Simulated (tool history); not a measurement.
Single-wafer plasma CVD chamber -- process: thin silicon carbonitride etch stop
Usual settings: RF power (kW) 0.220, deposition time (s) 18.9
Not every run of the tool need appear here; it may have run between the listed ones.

run	day	RF power (kW)	deposition time (s)	read-back reference wafer on the same gauge, thickness_nm	mean film thickness on the monitor wafer (Å)
1	0.000	0.220	18.9	11.467	114.43
2	0.696	0.220	18.9	11.461	114.18
3	1.267	0.220	18.9	11.457	114.20
4	1.871	0.220	18.9	11.445	114.09
5	2.179	0.190	18.9	11.445	108.99
6	2.704	0.190	18.9	11.437	108.78
7	3.333	0.220	18.9	11.425	114.13
# day 3.438: gauge calibrated
8	5.192	0.220	18.9	11.494	114.86
# day 5.788: RF generator calibrated
# day 5.804: showerhead replaced
9	5.896	0.195	16.1	11.489	93.92
10	6.496	0.220	18.9	11.481	114.52
11	6.862	0.185	21.1	11.481	121.28
12	7.338	0.250	20.2	11.471	127.78
# day 7.867: thermocouple changed; heater temperature recalibrated
13	7.904	0.250	20.5	11.464	129.82
14	8.496	0.235	18.9	11.458	116.97
15	8.942	0.235	20.5	11.448	126.78
# day 9.146: gauge calibrated
16	9.200	0.250	21.1	11.506	133.73
17	9.900	0.220	18.9	11.494	114.64

5 options for the next run, each taken on its own from the tool as it stands now. Forecast them:
A	9.917	0.220	18.9	?	?
B	9.917	0.195	22.2	?	?
C	9.917	0.180	18.9	?	?
D	9.917	0.230	17.6	?	?
E	9.917	0.175	18.9	?	?

run	read-back reference wafer on the same gauge, thickness_nm	mean film thickness on the monitor wafer (Å)
A	11.494	114.48
B	11.494	129.39
C	11.494	107.36
D	11.494	108.12
E	11.494	106.39
Without the tool's unlogged condition, the same runs would have read:
run	mean film thickness on the monitor wafer (Å)
A	114.51
B	129.43
C	107.39
D	108.15
E	106.42

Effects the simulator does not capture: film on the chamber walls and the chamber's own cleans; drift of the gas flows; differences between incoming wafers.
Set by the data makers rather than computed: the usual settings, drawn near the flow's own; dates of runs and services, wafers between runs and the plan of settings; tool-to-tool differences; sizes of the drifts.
